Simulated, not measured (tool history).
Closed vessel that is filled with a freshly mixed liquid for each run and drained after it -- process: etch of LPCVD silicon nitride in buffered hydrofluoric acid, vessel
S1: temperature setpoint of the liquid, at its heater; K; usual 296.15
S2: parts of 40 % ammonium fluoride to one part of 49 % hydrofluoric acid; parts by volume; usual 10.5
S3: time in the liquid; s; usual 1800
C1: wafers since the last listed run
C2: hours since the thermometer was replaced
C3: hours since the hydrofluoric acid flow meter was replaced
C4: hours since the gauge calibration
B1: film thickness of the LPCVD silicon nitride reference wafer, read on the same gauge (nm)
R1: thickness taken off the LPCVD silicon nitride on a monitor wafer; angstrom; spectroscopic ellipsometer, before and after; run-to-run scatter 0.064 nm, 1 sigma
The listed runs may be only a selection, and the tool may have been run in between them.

run,hour,S1,S2,S3,C1,C2,C3,C4,B1,R1
1,0.0,296.15,10.5,1800,0,2470.0,2152.8,9.3,100.00,181.2
2,59.4,296.15,10.5,1425,3118,2529.4,2212.2,68.7,100.02,142.5
3,104.5,296.15,10.5,1425,2367,2574.5,2257.3,113.8,100.02,142.2
4,168.6,296.15,10.5,1425,3365,2638.6,2321.4,177.9,99.98,142.6
5,270.7,296.15,11.5,1800,5360,2740.7,2423.5,280.0,100.00,168.8
6,328.0,296.15,11.5,1800,3008,2798.0,2480.8,337.3,99.98,169.0
# hour 374.4: thermometer replaced
7,378.2,296.15,11.5,1800,2583,3.8,2531.0,387.5,100.01,194.2
8,408.2,297.65,10.5,1800,1575,33.8,2561.0,417.5,99.99,223.1
# hour 449.4: hydrofluoric acid flow meter replaced
9,469.9,293.15,7.5,2125,3187,95.5,20.5,479.2,100.00,253.6
10,496.0,294.65,10.5,1800,1370,121.6,46.6,505.3,99.99,171.0
# hour 497.8: gauge calibrated
11,530.2,299.65,10.5,1800,1795,155.8,80.8,32.4,99.97,224.0
12,572.8,294.65,10.5,1800,2236,198.4,123.4,75.0,100.01,171.3
13,629.1,296.15,10.5,1800,2956,254.7,179.7,131.3,100.03,187.1
14,678.5,299.65,13.0,2155,2593,304.1,229.1,180.7,100.00,219.0
15,723.6,299.15,9.0,1360,2367,349.2,274.2,225.8,100.02,185.0

Alternative continuations, all from the tool just after run 15; predict every row:
A,724.8,296.15,10.5,1800,63,350.4,275.4,227.0,?,?
B,724.8,296.15,10.5,2865,63,350.4,275.4,227.0,?,?
C,724.8,293.65,10.5,2190,63,350.4,275.4,227.0,?,?
D,724.8,298.65,10.5,2730,63,350.4,275.4,227.0,?,?

run,B1,R1
A,99.98,186.5
B,99.98,296.9
C,99.98,197.5
D,99.98,324.3
With the hidden condition removed and each run's random variation left untouched, the same runs would have given:
run,R1
A,190.1
B,302.6
C,201.4
D,330.3
